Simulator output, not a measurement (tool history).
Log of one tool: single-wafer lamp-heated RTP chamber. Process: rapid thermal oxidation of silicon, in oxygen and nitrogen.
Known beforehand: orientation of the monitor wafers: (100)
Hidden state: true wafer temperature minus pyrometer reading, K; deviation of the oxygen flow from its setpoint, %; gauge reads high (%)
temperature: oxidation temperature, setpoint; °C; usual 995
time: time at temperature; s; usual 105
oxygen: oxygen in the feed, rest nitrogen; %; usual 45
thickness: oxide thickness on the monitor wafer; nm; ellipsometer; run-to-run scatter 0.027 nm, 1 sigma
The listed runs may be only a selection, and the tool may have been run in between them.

run,day,temperature,time,oxygen,wafers since the last listed run,wafers since the last pyrometer calibration,hours since the oxygen flow controller was replaced,hours since the gauge calibration,"read-back reference wafer on the same gauge, thickness",thickness
1,0.000,995,105,31,0,6468,4732.5,346.9,5.058,5.151
# day 2.004: pyrometer window cleaned and pyrometer calibrated
2,2.233,995,105,31,297,35,4786.1,400.5,5.059,5.149
3,4.562,995,105,31,365,401,4842.0,456.4,5.058,5.134
4,7.283,995,105,34,426,827,4907.3,521.7,5.060,5.284
5,10.167,995,105,45,452,1279,4976.5,590.9,5.059,5.810
6,12.575,995,105,45,377,1657,5034.3,648.7,5.057,5.798
7,14.617,995,105,24,320,1977,5083.3,697.7,5.063,4.678
8,16.425,995,105,24,283,2261,5126.7,741.1,5.060,4.721
9,17.650,995,105,24,192,2453,5156.1,770.5,5.059,4.724
10,19.271,1012,105,45,254,2707,5195.0,809.4,5.061,6.571
11,21.025,1012,105,45,275,2982,5237.1,851.5,5.054,6.604
12,23.662,995,135,45,413,3396,5300.4,914.8,5.059,6.482
13,25.212,995,135,45,243,3639,5337.6,952.0,5.060,6.503
# day 25.779: oxygen flow controller replaced
14,26.642,995,105,45,171,3811,20.7,986.3,5.055,5.782
15,27.812,995,105,45,183,3995,48.8,1014.4,5.059,5.774
16,29.054,995,105,45,194,4189,78.6,1044.2,5.056,5.816
17,36.725,995,105,45,1202,5392,262.7,1228.3,5.062,5.802
18,38.779,995,105,45,322,5714,312.0,1277.6,5.051,5.806
# day 44.988: gauge calibrated
19,47.225,995,105,27,1324,7039,514.7,53.7,5.067,4.880
20,50.175,1006,65,34,462,7502,585.5,124.5,5.058,4.675
21,51.404,995,75,19,192,7694,615.0,154.0,5.061,3.867
# day 52.025: pyrometer window cleaned and pyrometer calibrated
22,53.617,995,105,45,294,249,668.1,207.1,5.060,5.811
23,55.917,1009,105,56,360,610,723.3,262.3,5.057,6.912
24,58.354,995,105,31,382,992,781.8,320.8,5.057,5.112
25,60.467,995,105,45,331,1324,832.5,371.5,5.067,5.838
26,63.462,984,105,45,469,1793,904.4,443.4,5.050,5.361
27,68.975,979,130,22,864,2658,1036.7,575.7,5.065,4.522
28,70.996,1023,105,59,316,2975,1085.2,624.2,5.058,7.801
29,72.546,977,105,26,243,3218,1122.4,661.4,5.060,4.297
30,73.992,1015,105,45,226,3445,1157.1,696.1,5.060,6.648
31,76.288,1012,65,34,360,3805,1212.2,751.2,5.058,4.880
32,84.000,995,105,31,1209,5014,1397.3,936.3,5.056,5.125

Forecast each of these 3 alternatives for the next run:
A,84.021,995,105,45,3,5017,1397.8,936.8,?,?
B,84.021,1005,105,45,3,5017,1397.8,936.8,?,?
C,84.021,968,125,45,3,5017,1397.8,936.8,?,?

run,"read-back reference wafer on the same gauge, thickness",thickness
A,5.058,5.836
B,5.058,6.271
C,5.058,5.180
Without the tool's unlogged condition, the same runs would have read:
run,thickness
A,5.836
B,6.271
C,5.180
